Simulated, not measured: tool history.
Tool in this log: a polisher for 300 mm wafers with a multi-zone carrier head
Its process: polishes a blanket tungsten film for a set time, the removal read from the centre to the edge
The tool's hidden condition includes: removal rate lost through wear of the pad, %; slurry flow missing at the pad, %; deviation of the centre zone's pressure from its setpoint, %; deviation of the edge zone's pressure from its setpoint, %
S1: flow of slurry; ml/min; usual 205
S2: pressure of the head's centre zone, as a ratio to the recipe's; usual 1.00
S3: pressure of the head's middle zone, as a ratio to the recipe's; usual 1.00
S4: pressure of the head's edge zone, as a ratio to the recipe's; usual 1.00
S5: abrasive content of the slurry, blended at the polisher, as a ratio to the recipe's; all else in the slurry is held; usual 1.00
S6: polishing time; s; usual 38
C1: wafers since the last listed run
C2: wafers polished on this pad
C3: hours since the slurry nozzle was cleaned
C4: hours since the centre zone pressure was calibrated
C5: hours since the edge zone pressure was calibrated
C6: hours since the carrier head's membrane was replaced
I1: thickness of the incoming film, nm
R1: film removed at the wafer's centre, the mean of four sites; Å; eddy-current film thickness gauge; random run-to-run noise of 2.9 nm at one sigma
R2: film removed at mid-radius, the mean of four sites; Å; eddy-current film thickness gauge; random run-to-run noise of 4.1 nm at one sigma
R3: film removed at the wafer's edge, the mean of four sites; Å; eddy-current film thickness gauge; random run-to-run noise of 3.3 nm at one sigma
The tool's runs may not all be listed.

run 1 hour=0.0 | S1=205 S2=1.00 S3=1.00 S4=1.00 S5=1.00 S6=38 | C1=0 C2=1510 C3=92.9 C4=25.1 C5=700.8 C6=957.8 | I1=1487.6 | R1=3128 R2=3080 R3=3034
-- hour=27.3 carrier head's membrane replaced by a new one
run 2 hour=95.1 | S1=205 S2=1.00 S3=1.00 S4=1.00 S5=1.00 S6=38 | C1=760 C2=2271 C3=188.0 C4=120.2 C5=795.9 C6=67.8 | I1=1512.5 | R1=3179 R2=3090 R3=3046
-- hour=122.9 worn pad replaced by a new one
run 3 hour=153.4 | S1=205 S2=1.00 S3=1.00 S4=1.00 S5=1.00 S6=38 | C1=458 C2=257 C3=246.3 C4=178.5 C5=854.2 C6=126.1 | I1=1495.7 | R1=3230 R2=3066 R3=3076
run 4 hour=210.5 | S1=205 S2=1.00 S3=1.00 S4=1.00 S5=1.00 S6=38 | C1=481 C2=739 C3=303.4 C4=235.6 C5=911.3 C6=183.2 | I1=1492.3 | R1=3194 R2=2968 R3=2991
run 5 hour=308.0 | S1=205 S2=1.00 S3=1.00 S4=1.00 S5=1.00 S6=38 | C1=822 C2=1562 C3=400.9 C4=333.1 C5=1008.8 C6=280.7 | I1=1477.7 | R1=3276 R2=3049 R3=3002
run 6 hour=398.1 | S1=205 S2=1.00 S3=1.00 S4=1.00 S5=1.00 S6=38 | C1=760 C2=2322 C3=491.0 C4=423.2 C5=1098.9 C6=370.8 | I1=1498.8 | R1=3234 R2=3058 R3=2983
-- hour=470.9 worn pad replaced by a new one
-- hour=497.3 slurry nozzle cleaned
run 7 hour=500.5 | S1=205 S2=1.00 S3=1.00 S4=1.00 S5=1.00 S6=38 | C1=821 C2=241 C3=3.2 C4=525.6 C5=1201.3 C6=473.2 | I1=1484.9 | R1=3448 R2=3132 R3=3104
-- hour=539.9 centre zone pressure recalibrated
run 8 hour=598.2 | S1=205 S2=1.00 S3=1.00 S4=1.00 S5=1.00 S6=38 | C1=807 C2=1048 C3=100.9 C4=58.3 C5=1299.0 C6=570.9 | I1=1508.8 | R1=3185 R2=3193 R3=3112
run 9 hour=674.7 | S1=225 S2=1.00 S3=1.00 S4=1.00 S5=1.00 S6=38 | C1=645 C2=1694 C3=177.4 C4=134.8 C5=1375.5 C6=647.4 | I1=1486.6 | R1=3283 R2=3082 R3=3125
-- hour=699.1 edge zone pressure recalibrated
run 10 hour=779.1 | S1=205 S2=1.00 S3=1.00 S4=1.00 S5=1.15 S6=38 | C1=864 C2=2558 C3=281.8 C4=239.2 C5=80.0 C6=751.8 | I1=1496.6 | R1=3329 R2=3215 R3=3162
-- hour=815.2 worn pad replaced by a new one
run 11 hour=874.8 | S1=160 S2=1.00 S3=1.00 S4=1.06 S5=1.10 S6=38 | C1=773 C2=503 C3=377.5 C4=334.9 C5=175.7 C6=847.5 | I1=1486.1 | R1=3124 R2=2922 R3=3088
run 12 hour=974.9 | S1=205 S2=0.92 S3=1.00 S4=1.04 S5=1.00 S6=38 | C1=844 C2=1347 C3=477.6 C4=435.0 C5=275.8 C6=947.6 | I1=1466.1 | R1=2987 R2=3032 R3=3098
-- hour=1044.1 centre zone pressure recalibrated
run 13 hour=1082.8 | S1=205 S2=1.00 S3=1.00 S4=1.00 S5=1.00 S6=38 | C1=893 C2=2241 C3=585.5 C4=38.7 C5=383.7 C6=1055.5 | I1=1490.0 | R1=3009 R2=3028 R3=3012
-- hour=1088.8 worn pad replaced by a new one
-- hour=1121.9 carrier head's membrane replaced by a new one
run 14 hour=1146.9 | S1=205 S2=1.00 S3=0.96 S4=1.00 S5=0.90 S6=38 | C1=465 C2=447 C3=649.6 C4=102.8 C5=447.8 C6=25.0 | I1=1468.4 | R1=2987 R2=2826 R3=2901
-- hour=1176.0 slurry nozzle cleaned
run 15 hour=1184.0 | S1=205 S2=1.00 S3=0.89 S4=1.00 S5=0.75 S6=38 | C1=304 C2=752 C3=8.0 C4=139.9 C5=484.9 C6=62.1 | I1=1478.0 | R1=2951 R2=2693 R3=2827
run 16 hour=1263.2 | S1=205 S2=1.00 S3=1.00 S4=1.00 S5=1.10 S6=38 | C1=668 C2=1420 C3=87.2 C4=219.1 C5=564.1 C6=141.3 | I1=1505.2 | R1=3270 R2=3179 R3=3113
run 17 hour=1337.5 | S1=205 S2=1.00 S3=1.00 S4=1.06 S5=0.75 S6=32 | C1=627 C2=2047 C3=161.5 C4=293.4 C5=638.4 C6=215.6 | I1=1520.3 | R1=2511 R2=2383 R3=2446
run 18 hour=1403.9 | S1=205 S2=1.00 S3=1.06 S4=1.11 S5=1.00 S6=38 | C1=560 C2=2608 C3=227.9 C4=359.8 C5=704.8 C6=282.0 | I1=1489.9 | R1=3191 R2=3039 R3=3175

Run 19 has not been measured yet. What should we expect?
-- hour=1433.8 worn pad replaced by a new one
run 19 hour=1490.9 | S1=175 S2=1.03 S3=1.00 S4=1.00 S5=1.00 S6=38 | C1=700 C2=481 C3=314.9 C4=446.8 C5=791.8 C6=369.0 | I1=1502.8 | R1=? R2=? R3=?

{"run 19": {"R1": 3164, "R2": 2942, "R3": 2978}}
With no hidden state in the tool, this same run would have given R1 3094 Å, R2 3078 Å, R3 3076 Å.
